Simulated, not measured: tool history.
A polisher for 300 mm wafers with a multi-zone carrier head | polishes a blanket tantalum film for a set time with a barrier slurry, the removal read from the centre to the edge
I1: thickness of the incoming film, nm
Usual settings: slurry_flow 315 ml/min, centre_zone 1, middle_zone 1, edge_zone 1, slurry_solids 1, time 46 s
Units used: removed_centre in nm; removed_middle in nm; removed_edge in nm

run 1 hour=0 | slurry_flow=315 centre_zone=1 middle_zone=1 edge_zone=1 slurry_solids=1 time=53 | I1=373.4 | removed_centre=70 removed_middle=78.6 removed_edge=82.9
run 2 hour=15.4 | slurry_flow=315 centre_zone=1 middle_zone=1 edge_zone=1 slurry_solids=1 time=53 | I1=368.1 | removed_centre=69 removed_middle=78.2 removed_edge=81.7
run 3 hour=33.2 | slurry_flow=315 centre_zone=1 middle_zone=1 edge_zone=1 slurry_solids=1 time=53 | I1=370.2 | removed_centre=68.6 removed_middle=78.1 removed_edge=80.6
run 4 hour=46.6 | slurry_flow=315 centre_zone=1 middle_zone=1 edge_zone=1 slurry_solids=1 time=46 | I1=375.3 | removed_centre=58.5 removed_middle=67.2 removed_edge=69.8
run 5 hour=55.9 | slurry_flow=315 centre_zone=1 middle_zone=1 edge_zone=1 slurry_solids=1 time=46 | I1=377.2 | removed_centre=58.9 removed_middle=66.4 removed_edge=69.8
run 6 hour=62.2 | slurry_flow=315 centre_zone=1 middle_zone=1 edge_zone=1 slurry_solids=1 time=46 | I1=374.2 | removed_centre=58.4 removed_middle=66.4 removed_edge=69.4
-- hour=66.4 slurry nozzle cleaned
run 7 hour=69.9 | slurry_flow=315 centre_zone=1 middle_zone=1 edge_zone=1 slurry_solids=1 time=46 | I1=366.7 | removed_centre=63.4 removed_middle=71.3 removed_edge=74.1
-- hour=72.7 edge zone pressure recalibrated
-- hour=76.1 worn pad replaced by a new one
run 8 hour=82.1 | slurry_flow=315 centre_zone=1 middle_zone=1 edge_zone=1 slurry_solids=1 time=46 | I1=370.2 | removed_centre=63 removed_middle=72 removed_edge=75.8
-- hour=89.6 centre zone pressure recalibrated
-- hour=93.8 carrier head's membrane replaced by a new one
run 9 hour=99.2 | slurry_flow=315 centre_zone=0.92 middle_zone=1.04 edge_zone=0.97 slurry_solids=1 time=51 | I1=371.5 | removed_centre=75.8 removed_middle=82.3 removed_edge=79
run 10 hour=110 | slurry_flow=415 centre_zone=1.06 middle_zone=1 edge_zone=1.03 slurry_solids=1 time=54 | I1=367.4 | removed_centre=94.7 removed_middle=86.3 removed_edge=88.7
run 11 hour=125.1 | slurry_flow=400 centre_zone=1 middle_zone=1.11 edge_zone=0.93 slurry_solids=1 time=37 | I1=364.2 | removed_centre=61.3 removed_middle=64.4 removed_edge=57.9
run 12 hour=133.9 | slurry_flow=260 centre_zone=1.07 middle_zone=0.96 edge_zone=1 slurry_solids=1 time=46 | I1=365.3 | removed_centre=77.7 removed_middle=67.9 removed_edge=73.3
run 13 hour=148.7 | slurry_flow=265 centre_zone=1 middle_zone=1 edge_zone=1 slurry_solids=1 time=39 | I1=368.5 | removed_centre=61.3 removed_middle=60.6 removed_edge=61.3
-- hour=158.3 worn pad replaced by a new one
run 14 hour=158.8 | slurry_flow=315 centre_zone=1 middle_zone=1 edge_zone=1 slurry_solids=1 time=46 | I1=372.6 | removed_centre=73.7 removed_middle=71.6 removed_edge=74.1

3 options for the next run, each taken on its own from the tool as it stands now. Forecast them:
run A hour=159.2 | slurry_flow=315 centre_zone=1 middle_zone=1 edge_zone=1 slurry_solids=1 time=46 | I1=374.3 | removed_centre=? removed_middle=? removed_edge=?
run B hour=159.2 | slurry_flow=315 centre_zone=1 middle_zone=1 edge_zone=1.05 slurry_solids=1 time=46 | I1=374.3 | removed_centre=? removed_middle=? removed_edge=?
run C hour=159.2 | slurry_flow=315 centre_zone=1.06 middle_zone=1.1 edge_zone=1 slurry_solids=1.1 time=46 | I1=374.3 | removed_centre=? removed_middle=? removed_edge=?

run=A removed_centre=74 removed_middle=72.3 removed_edge=73.8
run=B removed_centre=74 removed_middle=72.3 removed_edge=75.6
run=C removed_centre=80.5 removed_middle=80.3 removed_edge=75.5
Without the tool's unlogged condition, the same runs would have read:
run=A removed_centre=74.2 removed_middle=72.5 removed_edge=74
run=B removed_centre=74.2 removed_middle=72.5 removed_edge=75.8
run=C removed_centre=80.7 removed_middle=80.6 removed_edge=75.7
